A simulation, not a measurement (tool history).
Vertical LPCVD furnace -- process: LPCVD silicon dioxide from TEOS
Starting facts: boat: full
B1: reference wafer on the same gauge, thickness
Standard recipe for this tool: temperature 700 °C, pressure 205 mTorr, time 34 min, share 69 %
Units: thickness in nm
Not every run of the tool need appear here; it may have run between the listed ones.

run 1 hour=0 | temperature=700 pressure=205 time=34 share=79 | B1=257.96 | thickness=274.19
run 2 hour=7.2 | temperature=700 pressure=205 time=34 share=79 | B1=258.08 | thickness=274.91
run 3 hour=17.6 | temperature=700 pressure=205 time=34 share=79 | B1=257.91 | thickness=275
run 4 hour=27 | temperature=707 pressure=205 time=34 share=69 | B1=257.91 | thickness=300
run 5 hour=41.1 | temperature=707 pressure=205 time=34 share=69 | B1=258.11 | thickness=300.96
run 6 hour=54.5 | temperature=700 pressure=190 time=34 share=69 | B1=258.02 | thickness=247
run 7 hour=72.4 | temperature=700 pressure=190 time=34 share=69 | B1=258.03 | thickness=247.51
run 8 hour=80.5 | temperature=700 pressure=205 time=38.5 share=62 | B1=257.96 | thickness=275.93
-- hour=99.5 gauge calibrated
-- hour=115.1 thermocouples replaced and temperature profile calibrated
run 9 hour=115.6 | temperature=700 pressure=205 time=38.5 share=62 | B1=257.95 | thickness=248.32
run 10 hour=120.3 | temperature=700 pressure=240 time=34 share=62 | B1=257.9 | thickness=237.99
run 11 hour=128.4 | temperature=700 pressure=205 time=34 share=69 | B1=258.08 | thickness=232.35
run 12 hour=138.3 | temperature=700 pressure=205 time=34 share=69 | B1=258.03 | thickness=231.48
run 13 hour=156.1 | temperature=700 pressure=205 time=34 share=69 | B1=258.18 | thickness=231.66
run 14 hour=170.8 | temperature=700 pressure=205 time=34 share=69 | B1=257.98 | thickness=231.77
run 15 hour=178.7 | temperature=700 pressure=205 time=34 share=69 | B1=258.06 | thickness=232.67
run 16 hour=186.8 | temperature=700 pressure=165 time=34 share=69 | B1=257.93 | thickness=208.71
-- hour=213.2 pressure gauge zeroed
run 17 hour=213.7 | temperature=706 pressure=190 time=25 share=79 | B1=258.03 | thickness=200.99
run 18 hour=218.4 | temperature=700 pressure=205 time=34 share=69 | B1=258 | thickness=232
-- hour=240.4 TEOS flow controller replaced
run 19 hour=240.9 | temperature=700 pressure=175 time=34 share=69 | B1=257.88 | thickness=214.65
run 20 hour=246.8 | temperature=700 pressure=205 time=38.5 share=62 | B1=257.95 | thickness=248.79
run 21 hour=256.1 | temperature=700 pressure=205 time=29.5 share=69 | B1=257.89 | thickness=201.06
run 22 hour=270.9 | temperature=700 pressure=205 time=34 share=69 | B1=257.9 | thickness=232.03
run 23 hour=283.3 | temperature=700 pressure=205 time=34 share=77 | B1=258.02 | thickness=245.2
run 24 hour=300.1 | temperature=700 pressure=205 time=39.5 share=69 | B1=258.05 | thickness=269.68
run 25 hour=307.2 | temperature=700 pressure=205 time=34 share=69 | B1=258.01 | thickness=232.73
run 26 hour=334.2 | temperature=708 pressure=205 time=46 share=55 | B1=257.88 | thickness=337.54
run 27 hour=345.4 | temperature=696 pressure=185 time=34 share=58 | B1=257.98 | thickness=184.27
-- hour=358.2 gauge calibrated
run 28 hour=361.7 | temperature=700 pressure=240 time=47 share=62 | B1=257.94 | thickness=328.7
run 29 hour=372.8 | temperature=700 pressure=205 time=34 share=69 | B1=257.89 | thickness=231.84
run 30 hour=383.3 | temperature=712 pressure=205 time=34 share=82 | B1=257.89 | thickness=332.71
run 31 hour=393.8 | temperature=696 pressure=180 time=34 share=69 | B1=258.01 | thickness=197.81
run 32 hour=409.3 | temperature=705 pressure=205 time=28.5 share=56 | B1=257.93 | thickness=196.65

Run by run, hidden condition taken away, random variation retained:
Unlogged tool condition in this case: true tube temperature minus thermocouple reading, K; true pressure minus gauge reading, mTorr; deviation of the TEOS flow from its setpoint, %; gauge reads high (%).
run=1 thickness=247.56
run=2 thickness=248.14
run=3 thickness=248.11
run=4 thickness=270.97
run=5 thickness=271.67
run=6 thickness=222.51
run=7 thickness=222.81
run=8 thickness=248.3
run=9 thickness=247.54
run=10 thickness=237.25
run=11 thickness=231.62
run=12 thickness=230.75
run=13 thickness=230.93
run=14 thickness=231.04
run=15 thickness=231.94
run=16 thickness=208.05
run=17 thickness=200.36
run=18 thickness=231.26
run=19 thickness=213.96
run=20 thickness=247.99
run=21 thickness=200.41
run=22 thickness=231.28
run=23 thickness=244.4
run=24 thickness=268.79
run=25 thickness=231.96
run=26 thickness=336.42
run=27 thickness=183.64
run=28 thickness=327.58
run=29 thickness=231.04
run=30 thickness=331.59
run=31 thickness=197.12
run=32 thickness=195.96

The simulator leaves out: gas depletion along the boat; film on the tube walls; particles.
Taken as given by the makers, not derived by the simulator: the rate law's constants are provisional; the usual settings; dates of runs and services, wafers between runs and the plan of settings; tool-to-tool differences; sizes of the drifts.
